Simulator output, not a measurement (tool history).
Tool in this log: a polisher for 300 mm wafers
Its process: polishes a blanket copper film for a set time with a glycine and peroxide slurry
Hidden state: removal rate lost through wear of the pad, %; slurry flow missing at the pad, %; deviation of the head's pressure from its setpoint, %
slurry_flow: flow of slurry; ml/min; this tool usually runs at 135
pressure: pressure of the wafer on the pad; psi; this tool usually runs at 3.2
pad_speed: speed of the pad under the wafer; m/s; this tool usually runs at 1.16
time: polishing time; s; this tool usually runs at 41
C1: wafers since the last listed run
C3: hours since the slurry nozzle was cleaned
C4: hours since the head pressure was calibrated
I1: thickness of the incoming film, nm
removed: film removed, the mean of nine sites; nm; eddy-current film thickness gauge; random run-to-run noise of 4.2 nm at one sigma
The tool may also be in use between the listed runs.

run 1 hour=0.0 | slurry_flow=135 pressure=3.2 pad_speed=1.16 time=33 | C1=0 wafers_polished_on_this_pad=2861 C3=232.6 C4=370.2 | I1=1630.3 | removed=247.5
run 2 hour=44.4 | slurry_flow=120 pressure=3.2 pad_speed=1.16 time=41 | C1=721 wafers_polished_on_this_pad=3582 C3=277.0 C4=414.6 | I1=1632.5 | removed=292.6
run 3 hour=139.0 | slurry_flow=120 pressure=3.2 pad_speed=1.16 time=41 | C1=1536 wafers_polished_on_this_pad=5119 C3=371.6 C4=509.2 | I1=1619.6 | removed=291.3
run 4 hour=227.4 | slurry_flow=120 pressure=3.2 pad_speed=1.16 time=41 | C1=1435 wafers_polished_on_this_pad=6554 C3=460.0 C4=597.6 | I1=1618.6 | removed=285.7
run 5 hour=278.6 | slurry_flow=135 pressure=3.2 pad_speed=1.16 time=50 | C1=831 wafers_polished_on_this_pad=7386 C3=511.2 C4=648.8 | I1=1620.5 | removed=349.9
-- hour=309.9 slurry nozzle cleaned
-- hour=319.8 head pressure recalibrated
-- hour=417.2 worn pad replaced by a new one
run 6 hour=419.4 | slurry_flow=135 pressure=3.2 pad_speed=1.16 time=41 | C1=2172 wafers_polished_on_this_pad=35 C3=109.5 C4=99.6 | I1=1625.9 | removed=316.4
run 7 hour=479.7 | slurry_flow=135 pressure=3.2 pad_speed=1.16 time=41 | C1=979 wafers_polished_on_this_pad=1014 C3=169.8 C4=159.9 | I1=1623.8 | removed=314.6
run 8 hour=786.2 | slurry_flow=135 pressure=3.2 pad_speed=1.16 time=41 | C1=4977 wafers_polished_on_this_pad=5991 C3=476.3 C4=466.4 | I1=1624.0 | removed=302.3
run 9 hour=865.3 | slurry_flow=135 pressure=3.2 pad_speed=1.16 time=41 | C1=1284 wafers_polished_on_this_pad=7276 C3=555.4 C4=545.5 | I1=1601.9 | removed=291.7
-- hour=885.3 slurry nozzle cleaned
-- hour=926.1 head pressure recalibrated
run 10 hour=939.0 | slurry_flow=150 pressure=3.2 pad_speed=1.16 time=41 | C1=1148 wafers_polished_on_this_pad=8424 C3=53.7 C4=12.9 | I1=1637.7 | removed=293.3
-- hour=969.9 worn pad replaced by a new one
run 11 hour=990.1 | slurry_flow=150 pressure=3.2 pad_speed=1.16 time=41 | C1=764 wafers_polished_on_this_pad=327 C3=104.8 C4=64.0 | I1=1652.1 | removed=320.3
run 12 hour=1091.4 | slurry_flow=150 pressure=3.2 pad_speed=1.16 time=41 | C1=1645 wafers_polished_on_this_pad=1972 C3=206.1 C4=165.3 | I1=1656.8 | removed=310.9
run 13 hour=1138.6 | slurry_flow=135 pressure=3.2 pad_speed=1.34 time=41 | C1=766 wafers_polished_on_this_pad=2739 C3=253.3 C4=212.5 | I1=1631.7 | removed=341.4
run 14 hour=1234.3 | slurry_flow=135 pressure=3.2 pad_speed=1.34 time=41 | C1=1554 wafers_polished_on_this_pad=4293 C3=349.0 C4=308.2 | I1=1612.3 | removed=339.3
run 15 hour=1338.0 | slurry_flow=135 pressure=3.2 pad_speed=1.16 time=37 | C1=1684 wafers_polished_on_this_pad=5977 C3=452.7 C4=411.9 | I1=1626.0 | removed=266.9
run 16 hour=1412.1 | slurry_flow=135 pressure=3.2 pad_speed=1.16 time=37 | C1=1203 wafers_polished_on_this_pad=7180 C3=526.8 C4=486.0 | I1=1643.4 | removed=262.9
run 17 hour=1518.9 | slurry_flow=135 pressure=3.2 pad_speed=1.16 time=37 | C1=1734 wafers_polished_on_this_pad=8915 C3=633.6 C4=592.8 | I1=1636.7 | removed=257.2
-- hour=1522.5 slurry nozzle cleaned
run 18 hour=1577.1 | slurry_flow=95 pressure=2.6 pad_speed=1.38 time=27 | C1=928 wafers_polished_on_this_pad=9844 C3=54.6 C4=651.0 | I1=1621.6 | removed=164.0
-- hour=1600.7 worn pad replaced by a new one
-- hour=1615.9 head pressure recalibrated
run 19 hour=1617.2 | slurry_flow=120 pressure=3.2 pad_speed=1.50 time=32 | C1=553 wafers_polished_on_this_pad=235 C3=94.7 C4=1.3 | I1=1647.5 | removed=308.1
run 20 hour=1663.7 | slurry_flow=135 pressure=3.2 pad_speed=1.16 time=33 | C1=755 wafers_polished_on_this_pad=990 C3=141.2 C4=47.8 | I1=1639.7 | removed=249.2
run 21 hour=1703.0 | slurry_flow=120 pressure=2.6 pad_speed=1.26 time=46 | C1=638 wafers_polished_on_this_pad=1628 C3=180.5 C4=87.1 | I1=1643.0 | removed=312.0
run 22 hour=1762.3 | slurry_flow=135 pressure=3.2 pad_speed=0.92 time=54 | C1=963 wafers_polished_on_this_pad=2591 C3=239.8 C4=146.4 | I1=1593.0 | removed=344.3
run 23 hour=1819.5 | slurry_flow=135 pressure=3.2 pad_speed=0.84 time=41 | C1=928 wafers_polished_on_this_pad=3520 C3=297.0 C4=203.6 | I1=1658.6 | removed=233.1
run 24 hour=1860.7 | slurry_flow=95 pressure=2.8 pad_speed=1.42 time=37 | C1=669 wafers_polished_on_this_pad=4189 C3=338.2 C4=244.8 | I1=1629.9 | removed=261.4
run 25 hour=1897.6 | slurry_flow=120 pressure=3.7 pad_speed=0.86 time=53 | C1=599 wafers_polished_on_this_pad=4789 C3=375.1 C4=281.7 | I1=1655.0 | removed=331.2
run 26 hour=1984.7 | slurry_flow=135 pressure=3.2 pad_speed=1.16 time=41 | C1=1414 wafers_polished_on_this_pad=6203 C3=462.2 C4=368.8 | I1=1638.6 | removed=300.2
run 27 hour=2058.9 | slurry_flow=135 pressure=4.0 pad_speed=0.98 time=48 | C1=1204 wafers_polished_on_this_pad=7408 C3=536.4 C4=443.0 | I1=1642.7 | removed=355.2
-- hour=2066.6 slurry nozzle cleaned
-- hour=2134.0 head pressure recalibrated
run 28 hour=2152.1 | slurry_flow=135 pressure=3.2 pad_speed=1.16 time=41 | C1=1464 wafers_polished_on_this_pad=8873 C3=85.5 C4=18.1 | I1=1612.7 | removed=291.0
run 29 hour=2233.9 | slurry_flow=135 pressure=3.2 pad_speed=1.16 time=41 | C1=1328 wafers_polished_on_this_pad=10201 C3=167.3 C4=99.9 | I1=1629.4 | removed=276.6
-- hour=2247.2 worn pad replaced by a new one
run 30 hour=2270.4 | slurry_flow=100 pressure=3.2 pad_speed=1.54 time=27 | C1=527 wafers_polished_on_this_pad=376 C3=203.8 C4=136.4 | I1=1646.4 | removed=251.4
run 31 hour=2315.1 | slurry_flow=135 pressure=3.5 pad_speed=1.16 time=41 | C1=725 wafers_polished_on_this_pad=1102 C3=248.5 C4=181.1 | I1=1645.6 | removed=332.6
run 32 hour=2409.0 | slurry_flow=165 pressure=3.2 pad_speed=1.16 time=41 | C1=1524 wafers_polished_on_this_pad=2627 C3=342.4 C4=275.0 | I1=1656.9 | removed=324.2
run 33 hour=2473.5 | slurry_flow=135 pressure=3.2 pad_speed=1.16 time=41 | C1=1047 wafers_polished_on_this_pad=3674 C3=406.9 C4=339.5 | I1=1633.0 | removed=307.8
run 34 hour=2545.0 | slurry_flow=100 pressure=3.2 pad_speed=1.16 time=33 | C1=1161 wafers_polished_on_this_pad=4835 C3=478.4 C4=411.0 | I1=1618.8 | removed=226.6
-- hour=2640.7 slurry nozzle cleaned
run 35 hour=2652.1 | slurry_flow=135 pressure=2.2 pad_speed=1.16 time=32 | C1=1723 wafers_polished_on_this_pad=6558 C3=11.4 C4=518.1 | I1=1643.8 | removed=171.8
run 36 hour=2734.1 | slurry_flow=110 pressure=2.5 pad_speed=1.16 time=41 | C1=1331 wafers_polished_on_this_pad=7890 C3=93.4 C4=600.1 | I1=1633.7 | removed=230.5
run 37 hour=2783.5 | slurry_flow=135 pressure=2.9 pad_speed=1.16 time=51 | C1=802 wafers_polished_on_this_pad=8692 C3=142.8 C4=649.5 | I1=1650.3 | removed=334.6

Hidden state at the last listed run before each entry between runs and at the first one after, where it differs:
Runs 5 to 6: slurry nozzle cleaned (hour 309.9); head pressure recalibrated (hour 319.8); worn pad replaced by a new one (hour 417.2)
  removal rate lost through wear of the pad, %: 9.94 -> 1.36
  measured value less the no-hidden-state value, removed: -38.6 -> -4.3 nm
Runs 9 to 10: slurry nozzle cleaned (hour 885.3); head pressure recalibrated (hour 926.1)
  removal rate lost through wear of the pad, %: 9 -> 10.3
  measured value less the no-hidden-state value, removed: -28.8 -> -33.5 nm
Runs 10 to 11: worn pad replaced by a new one (hour 969.9)
  removal rate lost through wear of the pad, %: 10.3 -> 2.33
  measured value less the no-hidden-state value, removed: -33.5 -> -7.6 nm
Runs 17 to 18: slurry nozzle cleaned (hour 1522.5)
  removal rate lost through wear of the pad, %: 11.4 -> 12.4
  measured value less the no-hidden-state value, removed: -33.1 -> -23.2 nm
Runs 18 to 19: worn pad replaced by a new one (hour 1600.7); head pressure recalibrated (hour 1615.9)
  removal rate lost through wear of the pad, %: 12.4 -> 0.88
  measured value less the no-hidden-state value, removed: -23.2 -> -2.7 nm
Runs 27 to 28: slurry nozzle cleaned (hour 2066.6); head pressure recalibrated (hour 2134.0)
  removal rate lost through wear of the pad, %: 8.45 -> 10.1
  measured value less the no-hidden-state value, removed: -32.8 -> -32.5 nm
Runs 29 to 30: worn pad replaced by a new one (hour 2247.2)
  removal rate lost through wear of the pad, %: 11.5 -> 1.48
  measured value less the no-hidden-state value, removed: -35.8 -> -3.8 nm
Runs 34 to 35: slurry nozzle cleaned (hour 2640.7)
  removal rate lost through wear of the pad, %: 6.19 -> 8.03
  measured value less the no-hidden-state value, removed: -15.0 -> -15.0 nm
